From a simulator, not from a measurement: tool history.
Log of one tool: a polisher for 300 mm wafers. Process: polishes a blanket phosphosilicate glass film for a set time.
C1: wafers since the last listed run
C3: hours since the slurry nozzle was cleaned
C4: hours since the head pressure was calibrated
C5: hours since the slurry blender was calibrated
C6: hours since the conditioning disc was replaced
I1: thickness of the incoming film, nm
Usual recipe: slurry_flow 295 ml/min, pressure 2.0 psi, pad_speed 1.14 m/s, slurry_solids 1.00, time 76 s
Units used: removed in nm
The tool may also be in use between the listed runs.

Run 1, hour 0.0: usual settings; C1 0; wafers polished on this pad 1280; C3 359.2; C4 25.8; C5 362.8; C6 98.1; I1 3022.7. Result: removed 332.0 nm.
At hour 7.2: slurry blender recalibrated.
Run 2, hour 16.5: usual settings; C1 148; wafers polished on this pad 1429; C3 375.7; C4 42.3; C5 9.3; C6 114.6; I1 3063.1. Result: removed 370.6 nm.
Run 3, hour 51.9: usual settings; C1 363; wafers polished on this pad 1792; C3 411.1; C4 77.7; C5 44.7; C6 150.0; I1 2996.3. Result: removed 364.4 nm.
Run 4, hour 86.1: usual settings; C1 350; wafers polished on this pad 2142; C3 445.3; C4 111.9; C5 78.9; C6 184.2; I1 3003.9. Result: removed 366.4 nm.
Run 5, hour 110.2: usual settings but slurry_flow 360 ml/min, pressure 1.7 psi; C1 247; wafers polished on this pad 2390; C3 469.4; C4 136.0; C5 103.0; C6 208.3; I1 3020.9. Result: removed 332.9 nm.
At hour 119.6: worn pad replaced by a new one.
Run 6, hour 129.8: usual settings; C1 159; wafers polished on this pad 104; C3 489.0; C4 155.6; C5 122.6; C6 227.9; I1 2998.0. Result: removed 366.6 nm.
Run 7, hour 146.9: usual settings; C1 175; wafers polished on this pad 279; C3 506.1; C4 172.7; C5 139.7; C6 245.0; I1 2980.8. Result: removed 365.0 nm.
At hour 150.6: conditioning disc replaced and pad reconditioned.
At hour 165.3: slurry nozzle cleaned.
Run 8, hour 178.7: usual settings; C1 295; wafers polished on this pad 575; C3 13.4; C4 204.5; C5 171.5; C6 28.1; I1 2982.1. Result: removed 366.3 nm.
Run 9, hour 208.2: usual settings but pressure 2.2 psi, slurry_solids 1.20, time 88 s; C1 302; wafers polished on this pad 877; C3 42.9; C4 234.0; C5 201.0; C6 57.6; I1 2979.4. Result: removed 500.4 nm.
Run 10, hour 231.2: usual settings but pressure 2.4 psi, pad_speed 1.44 m/s; C1 235; wafers polished on this pad 1113; C3 65.9; C4 257.0; C5 224.0; C6 80.6; I1 3044.7. Result: removed 494.8 nm.
Run 11, hour 318.0: usual settings but pad_speed 1.42 m/s, time 100 s; C1 890; wafers polished on this pad 2003; C3 152.7; C4 343.8; C5 310.8; C6 167.4; I1 2991.3. Result: removed 542.1 nm.
Run 12, hour 337.6: usual settings but pad_speed 0.86 m/s; C1 201; wafers polished on this pad 2205; C3 172.3; C4 363.4; C5 330.4; C6 187.0; I1 3007.9. Result: removed 270.6 nm.
Run 13, hour 363.3: usual settings but time 55 s; C1 263; wafers polished on this pad 2468; C3 198.0; C4 389.1; C5 356.1; C6 212.7; I1 2994.6. Result: removed 242.7 nm.
At hour 370.1: slurry blender recalibrated.
At hour 371.3: conditioning disc replaced and pad reconditioned.
At hour 373.3: worn pad replaced by a new one.
Run 14, hour 394.5: usual settings but pressure 1.6 psi; C1 265; wafers polished on this pad 217; C3 229.2; C4 420.3; C5 24.4; C6 23.2; I1 3025.0. Result: removed 315.0 nm.
Run 15, hour 423.2: usual settings but pad_speed 1.40 m/s; C1 294; wafers polished on this pad 511; C3 257.9; C4 449.0; C5 53.1; C6 51.9; I1 3017.7. Result: removed 432.3 nm.
Run 16, hour 458.4: usual settings but slurry_flow 365 ml/min, pressure 2.5 psi; C1 361; wafers polished on this pad 872; C3 293.1; C4 484.2; C5 88.3; C6 87.1; I1 2984.2. Result: removed 447.2 nm.
Run 17, hour 490.7: usual settings but pad_speed 1.42 m/s, time 100 s; C1 331; wafers polished on this pad 1203; C3 325.4; C4 516.5; C5 120.6; C6 119.4; I1 3078.5. Result: removed 571.5 nm.
Run 18, hour 513.2: usual settings but slurry_flow 375 ml/min; C1 230; wafers polished on this pad 1434; C3 347.9; C4 539.0; C5 143.1; C6 141.9; I1 3026.2. Result: removed 369.4 nm.
Run 19, hour 542.6: usual settings but slurry_flow 360 ml/min, pressure 1.7 psi, slurry_solids 1.15, time 50 s; C1 301; wafers polished on this pad 1735; C3 377.3; C4 568.4; C5 172.5; C6 171.3; I1 3018.2. Result: removed 232.3 nm.
Run 20, hour 561.6: usual settings but slurry_flow 380 ml/min, pressure 2.2 psi, pad_speed 1.48 m/s; C1 194; wafers polished on this pad 1930; C3 396.3; C4 587.4; C5 191.5; C6 190.3; I1 2997.7. Result: removed 480.6 nm.
At hour 593.1: conditioning disc replaced and pad reconditioned.
At hour 617.1: worn pad replaced by a new one.
Run 21, hour 632.0: usual settings; C1 660; wafers polished on this pad 152; C3 466.7; C4 657.8; C5 261.9; C6 38.9; I1 3024.3. Result: removed 350.6 nm.
Run 22, hour 655.0: usual settings but slurry_solids 1.10; C1 235; wafers polished on this pad 388; C3 489.7; C4 680.8; C5 284.9; C6 61.9; I1 2988.7. Result: removed 365.9 nm.
Run 23, hour 677.7: usual settings but pad_speed 1.54 m/s, slurry_solids 1.10; C1 232; wafers polished on this pad 621; C3 512.4; C4 703.5; C5 307.6; C6 84.6; I1 2999.0. Result: removed 470.5 nm.
At hour 691.1: slurry nozzle cleaned.
Run 24, hour 703.2: usual settings but slurry_flow 355 ml/min; C1 251; wafers polished on this pad 872; C3 12.1; C4 729.0; C5 333.1; C6 110.1; I1 3012.1. Result: removed 341.0 nm.

The logged runs with the hidden state left out (each run's random variation unchanged):
Hidden state at play: removal rate lost through wear of the pad, %; slurry flow missing at the pad, %; deviation of the head's pressure from its setpoint, %; abrasive missing from the slurry, %; time polished since the conditioner stopped cutting, s.
run  removed
  1    375.4
  2    378.0
  3    372.3
  4    375.3
  5    342.0
  6    377.7
  7    377.2
  8    381.1
  9    522.0
 10    522.4
 11    592.6
 12    298.8
 13    271.9
 14    322.7
 15    443.8
 16    461.1
 17    592.4
 18    384.6
 19    242.8
 20    506.6
 21    378.8
 22    397.4
 23    516.3
 24    381.4

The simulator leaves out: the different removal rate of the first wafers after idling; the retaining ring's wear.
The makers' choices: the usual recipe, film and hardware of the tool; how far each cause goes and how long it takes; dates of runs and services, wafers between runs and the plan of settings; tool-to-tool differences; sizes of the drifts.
